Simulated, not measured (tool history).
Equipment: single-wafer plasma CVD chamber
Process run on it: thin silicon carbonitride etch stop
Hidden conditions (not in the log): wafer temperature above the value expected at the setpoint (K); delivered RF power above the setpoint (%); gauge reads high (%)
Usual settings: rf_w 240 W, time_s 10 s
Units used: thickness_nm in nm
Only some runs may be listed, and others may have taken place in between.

run,hour,rf_w,time_s,wafers since the last listed run,hours since the last thermocouple change,hours since the last RF generator calibration,hours since the showerhead was replaced,hours since the gauge calibration,"read-back reference wafer on the same gauge, thickness_nm",thickness_nm
1,0,240,10.4,0,1035.9,1415.4,6280.7,103.9,7.23,6.363
2,21,240,10.4,730,1056.9,1436.4,6301.7,124.9,7.228,6.39
3,38.9,240,10.4,622,1074.8,1454.3,6319.6,142.8,7.23,6.378
4,54.4,210,10,539,1090.3,1469.8,6335.1,158.3,7.229,6.029
5,68.3,210,10,483,1104.2,1483.7,6349,172.2,7.23,6.014
6,95.1,210,10,932,1131,1510.5,6375.8,199,7.225,6.005
7,129,240,10,1179,1164.9,1544.4,6409.7,232.9,7.233,6.145
8,149.3,275,10,706,1185.2,1564.7,6430,253.2,7.224,6.266
9,177.3,240,10,974,1213.2,1592.7,6458,281.2,7.222,6.114
10,191.8,240,10,504,1227.7,1607.2,6472.5,295.7,7.226,6.136
11,223.1,215,11,1089,1259,1638.5,6503.8,327,7.231,6.633
12,239.2,215,11,560,1275.1,1654.6,6519.9,343.1,7.229,6.626
13,255.3,215,11,560,1291.2,1670.7,6536,359.2,7.227,6.634
14,286.3,250,10,1078,1322.2,1701.7,6567,390.2,7.229,6.178
15,321.7,210,10,1231,1357.6,1737.1,6602.4,425.6,7.222,6.001
16,352.7,275,8.2,1078,1388.6,1768.1,6633.4,456.6,7.225,5.141
# hour 368.3: gauge calibrated
17,381.4,240,10,998,1417.3,1796.8,6662.1,13.1,7.232,6.121
18,416.8,225,8.5,1231,1452.7,1832.2,6697.5,48.5,7.23,5.153
19,441.3,280,12,852,1477.2,1856.7,6722,73,7.227,7.546
# hour 459.8: showerhead replaced
20,469.3,240,10,695,1505.2,1884.7,9.5,101,7.226,6.109
# hour 478: RF generator calibrated
# hour 487.4: thermocouple changed; heater temperature recalibrated
21,495.6,240,10,358,8.2,17.6,35.8,127.3,7.236,6.213
22,601,195,11,3667,113.6,123,141.2,232.7,7.227,6.613
23,634,240,8.2,1148,146.6,156,174.2,265.7,7.232,5.093
24,646.1,280,10,421,158.7,168.1,186.3,277.8,7.232,6.391
25,681,210,9.2,1214,193.6,203,221.2,312.7,7.234,5.597
26,693.3,205,8.3,427,205.9,215.3,233.5,325,7.236,5.024
27,705.8,285,8.3,434,218.4,227.8,246,337.5,7.23,5.303
28,740.2,215,8.3,1196,252.8,262.2,280.4,371.9,7.23,5.06

Expected results for the next run?
29,757.6,240,9.1,605,270.2,279.6,297.8,389.3,?,?

read-back reference wafer on the same gauge, thickness_nm: 7.235
thickness_nm: 5.644 nm
Were there no unlogged condition in the tool, this run, its random variation unchanged, would have produced thickness_nm 5.663 nm.
